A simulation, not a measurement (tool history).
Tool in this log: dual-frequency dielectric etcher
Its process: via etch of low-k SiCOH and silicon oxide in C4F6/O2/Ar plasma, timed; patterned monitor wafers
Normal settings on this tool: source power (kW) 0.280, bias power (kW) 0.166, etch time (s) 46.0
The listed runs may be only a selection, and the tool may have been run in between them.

run   hour  source power (kW)  bias power (kW)  etch time (s)  read-back reference wafer on the same gauge, depth_nm  mean etch depth across the wafer (angstrom)
  1    0.0              0.280            0.166           46.0                                                   95.4                                          994
  2   16.2              0.280            0.166           46.0                                                   95.4                                          991
  3   47.9              0.280            0.166           49.5                                                   95.5                                         1066
  4   73.9              0.280            0.166           46.0                                                   95.4                                          989
      96.1  -- gauge calibrated
      97.3  -- source power generator calibrated
  5  163.3              0.230            0.166           46.0                                                   95.4                                          926
  6  183.6              0.230            0.166           46.0                                                   95.4                                          928
  7  203.7              0.280            0.175           46.0                                                   95.4                                         1007
  8  236.2              0.280            0.181           46.0                                                   95.4                                         1015
     250.5  -- bias power generator calibrated
  9  267.0              0.260            0.207           35.0                                                   95.4                                          793
 10  286.6              0.310            0.166           46.0                                                   95.4                                         1017
 11  298.7              0.280            0.178           35.5                                                   95.4                                          777
     349.1  -- upper electrode replaced
 12  349.6              0.280            0.166           46.0                                                   95.4                                          980
 13  350.0              0.280            0.166           46.0                                                   95.4                                          981
 14  361.3              0.260            0.177           46.0                                                   95.4                                          981
 15  380.1              0.310            0.204           52.5                                                   95.3                                         1241
 16  404.0              0.230            0.191           41.0                                                   95.4                                          864
     428.7  -- wet clean of the chamber
 17  429.2              0.280            0.153           50.0                                                   95.3                                         1044
 18  446.2              0.280            0.175           46.0                                                   95.4                                         1008
 19  464.8              0.280            0.166           50.0                                                   95.5                                         1073
 20  483.6              0.330            0.166           51.0                                                   95.4                                         1156
 21  501.3              0.280            0.166           46.0                                                   95.4                                          989
 22  519.5              0.230            0.166           46.0                                                   95.4                                          929
 23  553.8              0.340            0.188           56.0                                                   95.4                                         1336
 24  577.3              0.300            0.150           40.5                                                   95.4                                          856
 25  602.6              0.280            0.153           46.0                                                   95.4                                          955
 26  637.1              0.280            0.166           46.0                                                   95.4                                          983
 27  651.9              0.280            0.166           46.0                                                   95.4                                          985
 28  679.6              0.280            0.194           46.0                                                   95.4                                         1040
 29  703.0              0.240            0.203           55.0                                                   95.4                                         1205
 30  718.7              0.280            0.177           46.0                                                   95.4                                         1004

Some steps in mean etch depth across the wafer (angstrom), run to run, broken into two amounts with sign: the step expected even without the hidden condition (settings, incoming material, random variation), and the rest, left for the hidden condition together with whatever gauge scatter is not in both the measured and the hidden-condition-free result:
Unlogged tool condition in this case: etch rate over this chamber's usual, %; source power that arrives over what is set, %; bias power that arrives over what is set, %; gauge reads high (%).
Run 11 -> 12: bias power (kW) 0.178 -> 0.166, etch time (s) 35.5 -> 46.0, upper electrode replaced. mean etch depth across the wafer (angstrom) +203: hidden state -3, all else +206.
Run 14 -> 15: source power (kW) 0.260 -> 0.310, bias power (kW) 0.177 -> 0.204, etch time (s) 46.0 -> 52.5. mean etch depth across the wafer (angstrom) +260: hidden state -3, all else +263.
Run 15 -> 16: source power (kW) 0.310 -> 0.230, bias power (kW) 0.204 -> 0.191, etch time (s) 52.5 -> 41.0. mean etch depth across the wafer (angstrom) -377: hidden state +3, all else -380.
Run 16 -> 17: source power (kW) 0.230 -> 0.280, bias power (kW) 0.191 -> 0.153, etch time (s) 41.0 -> 50.0, wet clean of the chamber. mean etch depth across the wafer (angstrom) +180: hidden state +10, all else +170.
Run 22 -> 23: source power (kW) 0.230 -> 0.340, bias power (kW) 0.166 -> 0.188, etch time (s) 46.0 -> 56.0. mean etch depth across the wafer (angstrom) +407: hidden state -3, all else +410.
Run 23 -> 24: source power (kW) 0.340 -> 0.300, bias power (kW) 0.188 -> 0.150, etch time (s) 56.0 -> 40.5. mean etch depth across the wafer (angstrom) -480: hidden state +2, all else -482.
